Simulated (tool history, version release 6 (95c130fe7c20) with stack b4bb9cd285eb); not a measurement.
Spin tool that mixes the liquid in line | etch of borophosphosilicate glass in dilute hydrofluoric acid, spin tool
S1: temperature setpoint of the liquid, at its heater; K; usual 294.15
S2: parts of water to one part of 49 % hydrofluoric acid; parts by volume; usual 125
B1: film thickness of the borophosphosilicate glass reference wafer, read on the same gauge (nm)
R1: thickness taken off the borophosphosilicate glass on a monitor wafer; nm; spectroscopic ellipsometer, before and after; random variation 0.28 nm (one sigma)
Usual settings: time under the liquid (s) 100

run 1 hour=0.0 | S1=291.65 S2=125 time_under_the_liquid_(s)=100 | B1=69.98 | R1=31.78
run 2 hour=7.0 | S1=294.15 S2=125 time_under_the_liquid_(s)=100 | B1=69.98 | R1=34.93
run 3 hour=24.6 | S1=294.15 S2=125 time_under_the_liquid_(s)=100 | B1=70.05 | R1=35.21
run 4 hour=52.8 | S1=294.15 S2=125 time_under_the_liquid_(s)=100 | B1=70.00 | R1=34.90
run 5 hour=62.2 | S1=294.15 S2=125 time_under_the_liquid_(s)=60 | B1=69.97 | R1=20.90
run 6 hour=73.0 | S1=294.15 S2=125 time_under_the_liquid_(s)=60 | B1=70.03 | R1=21.06
run 7 hour=88.8 | S1=294.15 S2=80 time_under_the_liquid_(s)=100 | B1=70.02 | R1=58.55
run 8 hour=104.2 | S1=294.15 S2=80 time_under_the_liquid_(s)=100 | B1=70.03 | R1=58.54
run 9 hour=120.3 | S1=296.65 S2=125 time_under_the_liquid_(s)=100 | B1=69.99 | R1=38.41
run 10 hour=131.2 | S1=297.65 S2=125 time_under_the_liquid_(s)=100 | B1=69.96 | R1=40.00
-- hour=136.7 hydrofluoric acid flow meter replaced
run 11 hour=150.0 | S1=297.65 S2=125 time_under_the_liquid_(s)=100 | B1=70.02 | R1=40.16
run 12 hour=158.1 | S1=297.65 S2=125 time_under_the_liquid_(s)=100 | B1=70.01 | R1=39.95
-- hour=167.1 gauge calibrated
run 13 hour=169.1 | S1=293.15 S2=125 time_under_the_liquid_(s)=100 | B1=69.97 | R1=33.73
run 14 hour=175.8 | S1=293.15 S2=125 time_under_the_liquid_(s)=100 | B1=70.00 | R1=33.70
run 15 hour=184.9 | S1=294.15 S2=125 time_under_the_liquid_(s)=60 | B1=70.04 | R1=21.36
run 16 hour=202.3 | S1=290.15 S2=80 time_under_the_liquid_(s)=115 | B1=69.98 | R1=56.56
run 17 hour=212.2 | S1=296.15 S2=65 time_under_the_liquid_(s)=130 | B1=70.01 | R1=102.82
run 18 hour=220.2 | S1=293.15 S2=125 time_under_the_liquid_(s)=100 | B1=70.02 | R1=33.37
run 19 hour=229.4 | S1=299.15 S2=175 time_under_the_liquid_(s)=60 | B1=70.01 | R1=17.21
run 20 hour=236.7 | S1=298.15 S2=125 time_under_the_liquid_(s)=45 | B1=69.97 | R1=18.41

Run 21 comes next. What will it give?
run 21 hour=244.2 | S1=299.15 S2=110 time_under_the_liquid_(s)=100 | B1=? | R1=?

B1: 69.97
R1: 49.45 nm
Without the tool's hidden state the same run would have given R1 49.45 nm.
